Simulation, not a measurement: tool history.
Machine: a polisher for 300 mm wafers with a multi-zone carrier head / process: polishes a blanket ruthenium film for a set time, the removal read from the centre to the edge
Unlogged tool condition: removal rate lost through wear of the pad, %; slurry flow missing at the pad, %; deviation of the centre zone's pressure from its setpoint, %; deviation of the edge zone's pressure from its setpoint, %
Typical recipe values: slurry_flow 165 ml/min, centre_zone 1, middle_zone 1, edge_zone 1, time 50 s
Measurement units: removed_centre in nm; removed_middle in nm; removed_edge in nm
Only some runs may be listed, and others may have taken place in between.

| run | hour | slurry_flow | centre_zone | middle_zone | edge_zone | time | wafers since the last listed run | wafers polished on this pad | hours since the slurry nozzle was cleaned | hours since the centre zone pressure was calibrated | hours since the edge zone pressure was calibrated | hours since the carrier head's membrane was replaced | incoming thickness of the incoming film, nm | removed_centre | removed_middle | removed_edge |
|---|---|---|---|---|---|---|---|---|---|---|---|---|---|---|---|---|
| 1 | 0 | 165 | 1 | 1 | 1 | 50 | 0 | 522 | 611.6 | 1275.1 | 1071 | 1375.4 | 476.9 | 56.5 | 49.9 | 49.2 |
| 2 | 16.7 | 165 | 1 | 1 | 0.97 | 50 | 215 | 737 | 628.3 | 1291.8 | 1087.7 | 1392.1 | 481.9 | 55.3 | 50.2 | 49.4 |
| 3 | 29.5 | 165 | 1 | 1 | 0.97 | 50 | 164 | 902 | 641.1 | 1304.6 | 1100.5 | 1404.9 | 478.3 | 55.2 | 50.1 | 49.4 |
| 4 | 41.2 | 165 | 1 | 1 | 1 | 50 | 150 | 1052 | 652.8 | 1316.3 | 1112.2 | 1416.6 | 483.2 | 54.8 | 49.9 | 48.2 |
|  | 50 | worn pad replaced by a new one |
|  | 55.3 | carrier head's membrane replaced by a new one |
| 5 | 55.8 | 165 | 1 | 1 | 1 | 50 | 72 | 10 | 667.4 | 1330.9 | 1126.8 | 0.5 | 479.2 | 57.1 | 49.9 | 50.9 |
|  | 61.3 | centre zone pressure recalibrated |
| 6 | 65.5 | 165 | 1 | 1 | 1 | 50 | 99 | 109 | 677.1 | 4.2 | 1136.5 | 10.2 | 471.7 | 51.5 | 50.4 | 49.5 |
|  | 75.8 | slurry nozzle cleaned |
| 7 | 78.2 | 165 | 1 | 1 | 1 | 50 | 150 | 260 | 2.4 | 16.9 | 1149.2 | 22.9 | 473.8 | 51.2 | 51.9 | 50.6 |
| 8 | 92.3 | 165 | 1 | 1 | 1 | 50 | 181 | 442 | 16.5 | 31 | 1163.3 | 37 | 473.6 | 51.6 | 49.6 | 49.5 |
|  | 106 | edge zone pressure recalibrated |
| 9 | 108.2 | 165 | 1 | 1 | 1 | 50 | 179 | 621 | 32.4 | 46.9 | 2.2 | 52.9 | 483.7 | 49.6 | 50.2 | 48.5 |
| 10 | 115.1 | 145 | 1.06 | 1.1 | 1 | 67 | 88 | 710 | 39.3 | 53.8 | 9.1 | 59.8 | 487 | 69.8 | 70.2 | 64.9 |
| 11 | 122.4 | 185 | 0.92 | 1 | 0.9 | 42 | 94 | 804 | 46.6 | 61.1 | 16.4 | 67.1 | 483.7 | 38.6 | 40.8 | 39.2 |
| 12 | 130.1 | 135 | 0.97 | 1 | 1 | 50 | 99 | 903 | 54.3 | 68.8 | 24.1 | 74.8 | 485.1 | 45.5 | 48.1 | 47.4 |
| 13 | 147.3 | 205 | 1.08 | 1 | 1 | 50 | 221 | 1124 | 71.5 | 86 | 41.3 | 92 | 477.3 | 53.9 | 49.3 | 46.9 |
|  | 159.6 | worn pad replaced by a new one |
| 14 | 164.7 | 180 | 0.97 | 1 | 1 | 40 | 172 | 65 | 88.9 | 103.4 | 58.7 | 109.4 | 488.7 | 40.7 | 41.1 | 40.4 |
| 15 | 176.1 | 165 | 1 | 1 | 1.11 | 41 | 146 | 211 | 100.3 | 114.8 | 70.1 | 120.8 | 478.4 | 42.2 | 41.7 | 43.4 |
| 16 | 189.2 | 165 | 1 | 1 | 1 | 50 | 168 | 380 | 113.4 | 127.9 | 83.2 | 133.9 | 486.7 | 50.8 | 52.2 | 49.1 |
| 17 | 200.9 | 205 | 1.08 | 1 | 1 | 50 | 150 | 531 | 125.1 | 139.6 | 94.9 | 145.6 | 479.6 | 56.7 | 51.5 | 52.1 |
| 18 | 215.3 | 205 | 0.89 | 1.09 | 1 | 60 | 185 | 717 | 139.5 | 154 | 109.3 | 160 | 477.7 | 56.1 | 65.7 | 59.9 |
| 19 | 226.2 | 165 | 1 | 1 | 1 | 56 | 140 | 857 | 150.4 | 164.9 | 120.2 | 170.9 | 484.8 | 56.1 | 54.6 | 54.6 |
| 20 | 240.5 | 165 | 1 | 1 | 1 | 66 | 184 | 1041 | 164.7 | 179.2 | 134.5 | 185.2 | 480.9 | 66 | 65 | 65 |
| 21 | 250.7 | 165 | 1 | 1 | 1 | 50 | 131 | 1173 | 174.9 | 189.4 | 144.7 | 195.4 | 480.7 | 48.9 | 47.7 | 48.4 |
| 22 | 259.1 | 165 | 1.04 | 1 | 1.12 | 45 | 108 | 1281 | 183.3 | 197.8 | 153.1 | 203.8 | 487.1 | 44.9 | 42.5 | 45.4 |

The same runs without the tool's hidden state, with the same run-to-run variation:
| run | removed_centre | removed_middle | removed_edge |
|---|---|---|---|
| 1 | 51.7 | 50.6 | 49.9 |
| 2 | 51.2 | 51.5 | 50.7 |
| 3 | 51.6 | 52 | 51.2 |
| 4 | 51.8 | 52.4 | 50.6 |
| 5 | 51.8 | 50.3 | 51.3 |
| 6 | 52.1 | 50.8 | 50 |
| 7 | 52 | 52.6 | 51.3 |
| 8 | 52.6 | 50.6 | 50.4 |
| 9 | 51.1 | 51.7 | 50 |
| 10 | 72.2 | 72.7 | 67.3 |
| 11 | 40.2 | 42.6 | 40.9 |
| 12 | 47.8 | 50.6 | 49.8 |
| 13 | 57.7 | 53 | 50.5 |
| 14 | 41 | 41.6 | 40.9 |
| 15 | 42.5 | 42.3 | 44 |
| 16 | 51.4 | 53.2 | 50 |
| 17 | 57.5 | 52.7 | 53.4 |
| 18 | 57.4 | 67.9 | 62 |
| 19 | 57.9 | 57 | 57 |
| 20 | 69 | 68.8 | 68.8 |
| 21 | 51.7 | 51.1 | 51.9 |
| 22 | 48 | 46.1 | 49.2 |

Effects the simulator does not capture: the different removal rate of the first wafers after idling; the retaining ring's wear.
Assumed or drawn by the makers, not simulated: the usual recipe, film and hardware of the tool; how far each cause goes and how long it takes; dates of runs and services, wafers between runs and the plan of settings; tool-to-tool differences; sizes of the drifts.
